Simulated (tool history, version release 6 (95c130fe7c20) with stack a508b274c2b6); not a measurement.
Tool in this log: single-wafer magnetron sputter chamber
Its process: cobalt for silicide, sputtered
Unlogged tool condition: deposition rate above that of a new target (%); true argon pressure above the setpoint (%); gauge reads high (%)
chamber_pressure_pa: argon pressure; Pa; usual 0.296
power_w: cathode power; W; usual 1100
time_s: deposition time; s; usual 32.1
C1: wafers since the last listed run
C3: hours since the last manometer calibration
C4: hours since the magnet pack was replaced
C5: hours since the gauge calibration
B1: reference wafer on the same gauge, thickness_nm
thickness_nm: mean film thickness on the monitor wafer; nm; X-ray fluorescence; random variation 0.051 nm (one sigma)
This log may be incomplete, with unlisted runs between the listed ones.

run 1 hour=0 | chamber_pressure_pa=0.296 power_w=1100 time_s=32.1 | C1=0 wafers_on_the_sputter_target=3243 C3=1212.2 C4=4262.3 C5=520.4 | B1=18.177 | thickness_nm=17.135
run 2 hour=37.4 | chamber_pressure_pa=0.296 power_w=1100 time_s=32.1 | C1=1029 wafers_on_the_sputter_target=4273 C3=1249.6 C4=4299.7 C5=557.8 | B1=18.227 | thickness_nm=17.108
run 3 hour=102.3 | chamber_pressure_pa=0.296 power_w=1100 time_s=32.1 | C1=1786 wafers_on_the_sputter_target=6059 C3=1314.5 C4=4364.6 C5=622.7 | B1=18.223 | thickness_nm=17.035
run 4 hour=190.6 | chamber_pressure_pa=0.296 power_w=1200 time_s=32.1 | C1=2430 wafers_on_the_sputter_target=8490 C3=1402.8 C4=4452.9 C5=711 | B1=18.211 | thickness_nm=18.16
-- hour=288.3 sputter target and shields replaced
run 5 hour=341.9 | chamber_pressure_pa=0.296 power_w=950 time_s=27.1 | C1=3944 wafers_on_the_sputter_target=1474 C3=1554.1 C4=4604.2 C5=862.3 | B1=18.187 | thickness_nm=12.798
run 6 hour=385.9 | chamber_pressure_pa=0.296 power_w=950 time_s=27.1 | C1=1211 wafers_on_the_sputter_target=2685 C3=1598.1 C4=4648.2 C5=906.3 | B1=18.233 | thickness_nm=12.81
run 7 hour=477.7 | chamber_pressure_pa=0.296 power_w=950 time_s=27.1 | C1=2526 wafers_on_the_sputter_target=5212 C3=1689.9 C4=4740 C5=998.1 | B1=18.19 | thickness_nm=12.779
run 8 hour=522.8 | chamber_pressure_pa=0.296 power_w=1100 time_s=32.1 | C1=1241 wafers_on_the_sputter_target=6454 C3=1735 C4=4785.1 C5=1043.2 | B1=18.2 | thickness_nm=16.928
run 9 hour=608.5 | chamber_pressure_pa=0.296 power_w=900 time_s=32.1 | C1=2359 wafers_on_the_sputter_target=8813 C3=1820.7 C4=4870.8 C5=1128.9 | B1=18.213 | thickness_nm=14.448
run 10 hour=649.5 | chamber_pressure_pa=0.296 power_w=900 time_s=32.1 | C1=1128 wafers_on_the_sputter_target=9942 C3=1861.7 C4=4911.8 C5=1169.9 | B1=18.217 | thickness_nm=14.381
-- hour=722.8 sputter target and shields replaced
run 11 hour=723.4 | chamber_pressure_pa=0.296 power_w=900 time_s=32.1 | C1=1814 wafers_on_the_sputter_target=17 C3=1935.6 C4=4985.7 C5=1243.8 | B1=18.207 | thickness_nm=14.61
-- hour=768.7 magnet pack replaced
run 12 hour=810.2 | chamber_pressure_pa=0.25 power_w=1100 time_s=32.1 | C1=2169 wafers_on_the_sputter_target=2186 C3=2022.4 C4=41.5 C5=1330.6 | B1=18.166 | thickness_nm=17.518
run 13 hour=879.3 | chamber_pressure_pa=0.25 power_w=1100 time_s=32.1 | C1=1902 wafers_on_the_sputter_target=4088 C3=2091.5 C4=110.6 C5=1399.7 | B1=18.184 | thickness_nm=17.527
run 14 hour=966.7 | chamber_pressure_pa=0.296 power_w=1100 time_s=32.1 | C1=2405 wafers_on_the_sputter_target=6494 C3=2178.9 C4=198 C5=1487.1 | B1=18.2 | thickness_nm=17.012
run 15 hour=1025 | chamber_pressure_pa=0.296 power_w=1000 time_s=32.1 | C1=1604 wafers_on_the_sputter_target=8099 C3=2237.2 C4=256.3 C5=1545.4 | B1=18.208 | thickness_nm=15.629
run 16 hour=1076 | chamber_pressure_pa=0.361 power_w=1100 time_s=32.1 | C1=1403 wafers_on_the_sputter_target=9503 C3=2288.2 C4=307.3 C5=1596.4 | B1=18.19 | thickness_nm=16.353
run 17 hour=1121.6 | chamber_pressure_pa=0.366 power_w=1100 time_s=38.4 | C1=1255 wafers_on_the_sputter_target=10758 C3=2333.8 C4=352.9 C5=1642 | B1=18.2 | thickness_nm=19.439
-- hour=1200.1 gauge calibrated
-- hour=1215.4 sputter target and shields replaced
run 18 hour=1215.9 | chamber_pressure_pa=0.254 power_w=1000 time_s=26.5 | C1=2375 wafers_on_the_sputter_target=12 C3=2428.1 C4=447.2 C5=15.8 | B1=18.231 | thickness_nm=13.39
run 19 hour=1285 | chamber_pressure_pa=0.404 power_w=850 time_s=37.4 | C1=1902 wafers_on_the_sputter_target=1915 C3=2497.2 C4=516.3 C5=84.9 | B1=18.219 | thickness_nm=15.49
run 20 hour=1386 | chamber_pressure_pa=0.296 power_w=950 time_s=25.8 | C1=2780 wafers_on_the_sputter_target=4695 C3=2598.2 C4=617.3 C5=185.9 | B1=18.207 | thickness_nm=12.196
run 21 hour=1469.5 | chamber_pressure_pa=0.296 power_w=1100 time_s=37.2 | C1=2298 wafers_on_the_sputter_target=6993 C3=2681.7 C4=700.8 C5=269.4 | B1=18.198 | thickness_nm=19.69
-- hour=1521.2 capacitance manometer re-zeroed and calibrated
run 22 hour=1566.6 | chamber_pressure_pa=0.254 power_w=1000 time_s=26.5 | C1=2452 wafers_on_the_sputter_target=9446 C3=45.4 C4=797.9 C5=366.5 | B1=18.18 | thickness_nm=13.14
run 23 hour=1633 | chamber_pressure_pa=0.296 power_w=1200 time_s=33.8 | C1=1827 wafers_on_the_sputter_target=11274 C3=111.8 C4=864.3 C5=432.9 | B1=18.234 | thickness_nm=18.924
-- hour=1646.4 sputter target and shields replaced
run 24 hour=1670.9 | chamber_pressure_pa=0.296 power_w=950 time_s=32.1 | C1=823 wafers_on_the_sputter_target=674 C3=149.7 C4=902.2 C5=470.8 | B1=18.206 | thickness_nm=15.232
run 25 hour=1713.4 | chamber_pressure_pa=0.296 power_w=1100 time_s=32.1 | C1=1169 wafers_on_the_sputter_target=1843 C3=192.2 C4=944.7 C5=513.3 | B1=18.204 | thickness_nm=17.094
run 26 hour=1777.6 | chamber_pressure_pa=0.199 power_w=1350 time_s=32.1 | C1=1767 wafers_on_the_sputter_target=3611 C3=256.4 C4=1008.9 C5=577.5 | B1=18.184 | thickness_nm=21.081
run 27 hour=1839.9 | chamber_pressure_pa=0.296 power_w=1000 time_s=37.9 | C1=1714 wafers_on_the_sputter_target=5326 C3=318.7 C4=1071.2 C5=639.8 | B1=18.169 | thickness_nm=18.593
run 28 hour=1909.4 | chamber_pressure_pa=0.296 power_w=1100 time_s=32.1 | C1=1913 wafers_on_the_sputter_target=7239 C3=388.2 C4=1140.7 C5=709.3 | B1=18.194 | thickness_nm=16.953
run 29 hour=2034 | chamber_pressure_pa=0.296 power_w=1100 time_s=32.1 | C1=3429 wafers_on_the_sputter_target=10668 C3=512.8 C4=1265.3 C5=833.9 | B1=18.206 | thickness_nm=16.677
-- hour=2140.5 sputter target and shields replaced
run 30 hour=2141 | chamber_pressure_pa=0.225 power_w=900 time_s=32.1 | C1=2725 wafers_on_the_sputter_target=12 C3=619.8 C4=1372.3 C5=940.9 | B1=18.184 | thickness_nm=15.03
run 31 hour=2228.3 | chamber_pressure_pa=0.296 power_w=1000 time_s=32.1 | C1=2403 wafers_on_the_sputter_target=2416 C3=707.1 C4=1459.6 C5=1028.2 | B1=18.187 | thickness_nm=15.805
run 32 hour=2274.8 | chamber_pressure_pa=0.296 power_w=1100 time_s=32.1 | C1=1279 wafers_on_the_sputter_target=3696 C3=753.6 C4=1506.1 C5=1074.7 | B1=18.209 | thickness_nm=17.097

Branching from run 32: 4 alternative next runs. What would each branch give?
run A hour=2275.2 | chamber_pressure_pa=0.187 power_w=1100 time_s=32.1 | C1=11 wafers_on_the_sputter_target=3707 C3=754 C4=1506.5 C5=1075.1 | B1=? | thickness_nm=?
run B hour=2275.2 | chamber_pressure_pa=0.255 power_w=850 time_s=28.8 | C1=11 wafers_on_the_sputter_target=3707 C3=754 C4=1506.5 C5=1075.1 | B1=? | thickness_nm=?
run C hour=2275.2 | chamber_pressure_pa=0.2 power_w=1000 time_s=35.7 | C1=11 wafers_on_the_sputter_target=3707 C3=754 C4=1506.5 C5=1075.1 | B1=? | thickness_nm=?
run D hour=2275.2 | chamber_pressure_pa=0.342 power_w=850 time_s=37.6 | C1=11 wafers_on_the_sputter_target=3707 C3=754 C4=1506.5 C5=1075.1 | B1=? | thickness_nm=?

run=A B1=18.192 thickness_nm=18.045
run=B B1=18.192 thickness_nm=12.789
run=C B1=18.192 thickness_nm=18.477
run=D B1=18.192 thickness_nm=16.022
Had the tool no hidden state, the same runs would have come out as:
run=A thickness_nm=18.144
run=B thickness_nm=12.859
run=C thickness_nm=18.578
run=D thickness_nm=16.109
